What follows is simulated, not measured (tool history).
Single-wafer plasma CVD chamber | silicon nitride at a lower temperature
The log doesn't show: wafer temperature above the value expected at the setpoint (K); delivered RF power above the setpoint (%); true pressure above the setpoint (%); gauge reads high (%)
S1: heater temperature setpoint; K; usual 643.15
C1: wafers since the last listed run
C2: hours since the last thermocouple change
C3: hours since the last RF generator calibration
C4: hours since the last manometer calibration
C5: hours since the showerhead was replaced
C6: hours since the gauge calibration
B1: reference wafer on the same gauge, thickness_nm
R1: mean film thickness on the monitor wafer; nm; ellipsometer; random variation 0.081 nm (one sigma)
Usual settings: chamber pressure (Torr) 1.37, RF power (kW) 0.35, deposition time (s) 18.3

Run 1, hour 0: usual settings but deposition time (s) 20.5; C1 0; C2 1222.6; C3 1205.2; C4 1927.8; C5 3996.8; C6 476.9; B1 18.488. Result: R1 22.829 nm.
At hour 0.5: gauge calibrated.
Run 2, hour 16: usual settings; C1 477; C2 1238.6; C3 1221.2; C4 1943.8; C5 4012.8; C6 15.5; B1 18.508. Result: R1 20.497 nm.
Run 3, hour 28.4: usual settings; C1 369; C2 1251; C3 1233.6; C4 1956.2; C5 4025.2; C6 27.9; B1 18.486. Result: R1 20.478 nm.
At hour 47.2: RF generator calibrated.
At hour 53.9: showerhead replaced.
Run 4, hour 54.4: usual settings; C1 337; C2 1277; C3 7.2; C4 1982.2; C5 0.5; C6 53.9; B1 18.515. Result: R1 20.062 nm.
Run 5, hour 56.5: usual settings; C1 62; C2 1279.1; C3 9.3; C4 1984.3; C5 2.6; C6 56; B1 18.507. Result: R1 20.004 nm.
Run 6, hour 62.9: usual settings; C1 190; C2 1285.5; C3 15.7; C4 1990.7; C5 9; C6 62.4; B1 18.513. Result: R1 20.077 nm.
At hour 74.4: capacitance manometer re-zeroed and calibrated.
Run 7, hour 74.9: usual settings but S1 653.15 K, chamber pressure (Torr) 1.15, deposition time (s) 20; C1 119; C2 1297.5; C3 27.7; C4 0.5; C5 21; C6 74.4; B1 18.495. Result: R1 21.009 nm.
Run 8, hour 80.1: usual settings but RF power (kW) 0.32; C1 155; C2 1302.7; C3 32.9; C4 5.7; C5 26.2; C6 79.6; B1 18.475. Result: R1 19.112 nm.
Run 9, hour 90.6: usual settings; C1 313; C2 1313.2; C3 43.4; C4 16.2; C5 36.7; C6 90.1; B1 18.504. Result: R1 19.963 nm.
At hour 102.3: thermocouple changed; heater temperature recalibrated.
Run 10, hour 102.8: usual settings; C1 125; C2 0.5; C3 55.6; C4 28.4; C5 48.9; C6 102.3; B1 18.52. Result: R1 20.061 nm.
Run 11, hour 118.8: usual settings but S1 636.15 K, RF power (kW) 0.4, deposition time (s) 20.1; C1 477; C2 16.5; C3 71.6; C4 44.4; C5 64.9; C6 118.3; B1 18.481. Result: R1 23.56 nm.
Run 12, hour 132.8: usual settings but S1 639.15 K, deposition time (s) 15.7; C1 417; C2 30.5; C3 85.6; C4 58.4; C5 78.9; C6 132.3; B1 18.505. Result: R1 17.278 nm.
At hour 151.3: RF generator calibrated, repeated, since the last time left the tool worse.
Run 13, hour 151.8: usual settings but S1 652.15 K, deposition time (s) 20.9; C1 328; C2 49.5; C3 0.5; C4 77.4; C5 97.9; C6 151.3; B1 18.522. Result: R1 23.895 nm.
Run 14, hour 157.4: usual settings; C1 167; C2 55.1; C3 6.1; C4 83; C5 103.5; C6 156.9; B1 18.503. Result: R1 20.821 nm.
Run 15, hour 171.4: usual settings but chamber pressure (Torr) 1.63, deposition time (s) 21.1; C1 417; C2 69.1; C3 20.1; C4 97; C5 117.5; C6 170.9; B1 18.524. Result: R1 24.85 nm.
Run 16, hour 181.1: usual settings; C1 289; C2 78.8; C3 29.8; C4 106.7; C5 127.2; C6 180.6; B1 18.477. Result: R1 21.047 nm.
Run 17, hour 194.7: usual settings but S1 648.15 K, chamber pressure (Torr) 1.6, RF power (kW) 0.31; C1 405; C2 92.4; C3 43.4; C4 120.3; C5 140.8; C6 194.2; B1 18.513. Result: R1 20.292 nm.
Run 18, hour 204.9: usual settings but S1 634.15 K; C1 304; C2 102.6; C3 53.6; C4 130.5; C5 151; C6 204.4; B1 18.486. Result: R1 20.944 nm.
Run 19, hour 214.3: usual settings; C1 280; C2 112; C3 63; C4 139.9; C5 160.4; C6 213.8; B1 18.51. Result: R1 20.965 nm.
Run 20, hour 230.3: usual settings but S1 652.15 K, RF power (kW) 0.385; C1 477; C2 128; C3 79; C4 155.9; C5 176.4; C6 229.8; B1 18.494. Result: R1 21.73 nm.
Run 21, hour 241.1: usual settings but S1 635.15 K, RF power (kW) 0.315; C1 322; C2 138.8; C3 89.8; C4 166.7; C5 187.2; C6 240.6; B1 18.493. Result: R1 19.885 nm.
Run 22, hour 251.7: usual settings but chamber pressure (Torr) 1.6, deposition time (s) 19.7; C1 316; C2 149.4; C3 100.4; C4 177.3; C5 197.8; C6 251.2; B1 18.52. Result: R1 23.314 nm.
Run 23, hour 262.1: usual settings but S1 629.15 K, chamber pressure (Torr) 1.69, RF power (kW) 0.325, deposition time (s) 19.9; C1 310; C2 159.8; C3 110.8; C4 187.7; C5 208.2; C6 261.6; B1 18.517. Result: R1 22.982 nm.
Run 24, hour 273.2: usual settings but S1 628.15 K; C1 331; C2 170.9; C3 121.9; C4 198.8; C5 219.3; C6 272.7; B1 18.507. Result: R1 20.906 nm.
Run 25, hour 289.9: usual settings but S1 648.15 K, chamber pressure (Torr) 1.54, RF power (kW) 0.395, deposition time (s) 20.5; C1 498; C2 187.6; C3 138.6; C4 215.5; C5 236; C6 289.4; B1 18.515. Result: R1 25.408 nm.
Run 26, hour 307.8: usual settings; C1 534; C2 205.5; C3 156.5; C4 233.4; C5 253.9; C6 307.3; B1 18.457. Result: R1 20.701 nm.
Run 27, hour 318.4: usual settings; C1 316; C2 216.1; C3 167.1; C4 244; C5 264.5; C6 317.9; B1 18.488. Result: R1 20.749 nm.
Run 28, hour 336.1: usual settings but S1 652.15 K, chamber pressure (Torr) 1.64; C1 528; C2 233.8; C3 184.8; C4 261.7; C5 282.2; C6 335.6; B1 18.534. Result: R1 21.536 nm.
Run 29, hour 351.5: usual settings; C1 459; C2 249.2; C3 200.2; C4 277.1; C5 297.6; C6 351; B1 18.508. Result: R1 20.74 nm.

Forecast each of these 3 alternatives for the next run:
Run A, hour 351.9: usual settings but deposition time (s) 16.1; C1 11; C2 249.6; C3 200.6; C4 277.5; C5 298; C6 351.4; B1 ?. Result: R1 ?.
Run B, hour 351.9: usual settings but S1 632.15 K, chamber pressure (Torr) 1.6, RF power (kW) 0.375; C1 11; C2 249.6; C3 200.6; C4 277.5; C5 298; C6 351.4; B1 ?. Result: R1 ?.
Run C, hour 351.9: usual settings but chamber pressure (Torr) 1.19; C1 11; C2 249.6; C3 200.6; C4 277.5; C5 298; C6 351.4; B1 ?. Result: R1 ?.

run      B1      R1
  A  18.516  18.333
  B  18.516  22.246
  C  18.516  20.283
Without the tool's hidden state the same runs would have given:
run      R1
  A  18.481
  B  22.425
  C  20.446

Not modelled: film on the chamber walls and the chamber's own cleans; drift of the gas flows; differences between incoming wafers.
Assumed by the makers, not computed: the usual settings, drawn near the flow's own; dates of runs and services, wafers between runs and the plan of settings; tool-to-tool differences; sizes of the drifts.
